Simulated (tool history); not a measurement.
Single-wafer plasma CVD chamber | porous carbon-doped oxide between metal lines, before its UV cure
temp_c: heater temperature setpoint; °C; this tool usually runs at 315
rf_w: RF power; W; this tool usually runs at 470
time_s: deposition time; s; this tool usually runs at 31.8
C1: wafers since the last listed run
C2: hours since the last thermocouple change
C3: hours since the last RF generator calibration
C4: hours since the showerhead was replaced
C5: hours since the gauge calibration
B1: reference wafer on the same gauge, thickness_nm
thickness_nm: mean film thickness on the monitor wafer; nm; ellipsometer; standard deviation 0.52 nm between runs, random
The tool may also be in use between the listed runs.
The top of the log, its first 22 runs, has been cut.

run 23 hour=1973.9 | temp_c=327 rf_w=470 time_s=31.8 | C1=1039 C2=1401.3 C3=551.8 C4=1234.2 C5=3882.2 | B1=136.125 | thickness_nm=144.497
run 24 hour=2051.4 | temp_c=309 rf_w=530 time_s=33.6 | C1=1984 C2=1478.8 C3=629.3 C4=1311.7 C5=3959.7 | B1=135.866 | thickness_nm=182.35
-- hour=2084.9 gauge calibrated
run 25 hour=2152.1 | temp_c=311 rf_w=470 time_s=35.7 | C1=2578 C2=1579.5 C3=730 C4=1412.4 C5=67.2 | B1=136.064 | thickness_nm=173.58
-- hour=2219.9 thermocouple changed; heater temperature recalibrated
run 26 hour=2246.3 | temp_c=315 rf_w=470 time_s=27.7 | C1=2207 C2=26.4 C3=824.2 C4=1506.6 C5=161.4 | B1=136.019 | thickness_nm=129.778
run 27 hour=2319.2 | temp_c=323 rf_w=470 time_s=31.8 | C1=1866 C2=99.3 C3=897.1 C4=1579.5 C5=234.3 | B1=136.174 | thickness_nm=142.476
run 28 hour=2395.3 | temp_c=311 rf_w=380 time_s=31.8 | C1=1948 C2=175.4 C3=973.2 C4=1655.6 C5=310.4 | B1=135.985 | thickness_nm=123.175
run 29 hour=2494.1 | temp_c=319 rf_w=390 time_s=27.8 | C1=2529 C2=274.2 C3=1072 C4=1754.4 C5=409.2 | B1=135.75 | thickness_nm=106.512
run 30 hour=2530.3 | temp_c=315 rf_w=470 time_s=31.8 | C1=926 C2=310.4 C3=1108.2 C4=1790.6 C5=445.4 | B1=136.011 | thickness_nm=148.465
run 31 hour=2735.6 | temp_c=322 rf_w=535 time_s=31.8 | C1=5256 C2=515.7 C3=1313.5 C4=1995.9 C5=650.7 | B1=136.1 | thickness_nm=159.006

For run 32, what comes out?
-- hour=2751.2 RF generator calibrated
run 32 hour=2779.4 | temp_c=305 rf_w=470 time_s=31.8 | C1=916 C2=559.5 C3=28.2 C4=2039.7 C5=694.5 | B1=? | thickness_nm=?

{"run 32": {"B1": 136.138, "thickness_nm": 160.794}}
With no hidden state in the tool, this same run would have given thickness_nm 160.98 nm.
